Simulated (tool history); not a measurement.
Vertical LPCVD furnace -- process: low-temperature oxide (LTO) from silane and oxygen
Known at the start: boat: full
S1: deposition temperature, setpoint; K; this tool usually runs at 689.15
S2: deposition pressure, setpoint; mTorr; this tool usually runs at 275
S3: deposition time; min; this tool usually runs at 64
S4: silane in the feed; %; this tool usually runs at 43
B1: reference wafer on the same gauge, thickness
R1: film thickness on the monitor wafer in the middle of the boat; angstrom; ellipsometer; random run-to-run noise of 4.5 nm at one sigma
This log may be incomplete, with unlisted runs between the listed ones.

{"run": 1, "hour": 0.0, "S1": 689.15, "S2": 275, "S3": 78, "S4": 43, "B1": 980.48, "R1": 13650}
{"run": 2, "hour": 91.5, "S1": 689.15, "S2": 275, "S3": 78, "S4": 43, "B1": 980.55, "R1": 13709}
{"run": 3, "hour": 193.3, "S1": 689.15, "S2": 275, "S3": 64, "S4": 43, "B1": 981.57, "R1": 11199.9}
{"run": 4, "hour": 240.0, "S1": 689.15, "S2": 275, "S3": 64, "S4": 43, "B1": 981.14, "R1": 11200.3}
{"run": 5, "hour": 301.8, "S1": 689.15, "S2": 300, "S3": 64, "S4": 43, "B1": 981, "R1": 12191.7}
{"run": 6, "hour": 378.7, "S1": 689.15, "S2": 300, "S3": 64, "S4": 43, "B1": 981.54, "R1": 12266.5}
{"run": 7, "hour": 431.3, "S1": 689.15, "S2": 300, "S3": 64, "S4": 43, "B1": 980.65, "R1": 12250.9}
{"run": 8, "hour": 483.7, "S1": 696.15, "S2": 275, "S3": 64, "S4": 43, "B1": 980.22, "R1": 12106.7}
{"run": 9, "hour": 527.9, "S1": 689.15, "S2": 275, "S3": 64, "S4": 43, "B1": 980.51, "R1": 11229}
{"run": 10, "hour": 629.1, "S1": 689.15, "S2": 275, "S3": 64, "S4": 43, "B1": 979.69, "R1": 11256}
{"run": 11, "hour": 730.1, "S1": 689.15, "S2": 275, "S3": 64, "S4": 43, "B1": 979.52, "R1": 11239.9}
{"hour": 833.5, "done": "silane flow controller replaced"}
{"run": 12, "hour": 834.0, "S1": 695.15, "S2": 275, "S3": 64, "S4": 36, "B1": 981.48, "R1": 9776.5}
{"run": 13, "hour": 1032.7, "S1": 683.15, "S2": 325, "S3": 64, "S4": 41, "B1": 980.24, "R1": 11965.6}
{"run": 14, "hour": 1117.8, "S1": 689.15, "S2": 275, "S3": 64, "S4": 43, "B1": 979.83, "R1": 11279.7}
{"hour": 1149.8, "done": "pressure gauge zeroed"}
{"run": 15, "hour": 1373.7, "S1": 689.15, "S2": 275, "S3": 64, "S4": 43, "B1": 978.84, "R1": 11370.3}
{"hour": 1413.7, "done": "thermocouples replaced and temperature profile calibrated"}
{"run": 16, "hour": 1475.1, "S1": 689.15, "S2": 275, "S3": 53, "S4": 50, "B1": 978.11, "R1": 10329.1}
{"hour": 1483.2, "done": "gauge calibrated"}
{"run": 17, "hour": 1577.9, "S1": 689.15, "S2": 275, "S3": 64, "S4": 43, "B1": 979.49, "R1": 11045.2}
{"run": 18, "hour": 1678.2, "S1": 689.15, "S2": 275, "S3": 47, "S4": 45, "B1": 977.68, "R1": 8479.8}
{"run": 19, "hour": 1740.6, "S1": 689.15, "S2": 275, "S3": 64, "S4": 37, "B1": 981.22, "R1": 9280.7}
{"run": 20, "hour": 1793.7, "S1": 689.15, "S2": 240, "S3": 64, "S4": 37, "B1": 981.73, "R1": 8154.5}
{"run": 21, "hour": 1850.5, "S1": 689.15, "S2": 235, "S3": 64, "S4": 50, "B1": 980.51, "R1": 10813.6}
{"run": 22, "hour": 1906.6, "S1": 689.15, "S2": 275, "S3": 80, "S4": 43, "B1": 980.83, "R1": 13844.9}

Table of differences, measured result less the result of that run with no hidden state. Run-to-run variation is the same in both. Gauge scatter possibly is not:
Hidden state at play: true tube temperature minus thermocouple reading, K; true pressure minus gauge reading, mTorr; deviation of the silane flow from its setpoint, %; gauge reads high (%).
run=1 R1=+340.9
run=2 R1=+356.1
run=3 R1=+303.3
run=4 R1=+309.1
run=5 R1=+344.6
run=6 R1=+356.9
run=7 R1=+363.5
run=8 R1=+356.5
run=9 R1=+344.9
run=10 R1=+358.1
run=11 R1=+369.9
run=12 R1=+343.6
run=13 R1=+449.8
run=14 R1=+418.3
run=15 R1=+452.8
run=16 R1=+95.2
run=17 R1=+120.3
run=18 R1=+100.2
run=19 R1=+123.6
run=20 R1=+113.6
run=21 R1=+142.3
run=22 R1=+201.4

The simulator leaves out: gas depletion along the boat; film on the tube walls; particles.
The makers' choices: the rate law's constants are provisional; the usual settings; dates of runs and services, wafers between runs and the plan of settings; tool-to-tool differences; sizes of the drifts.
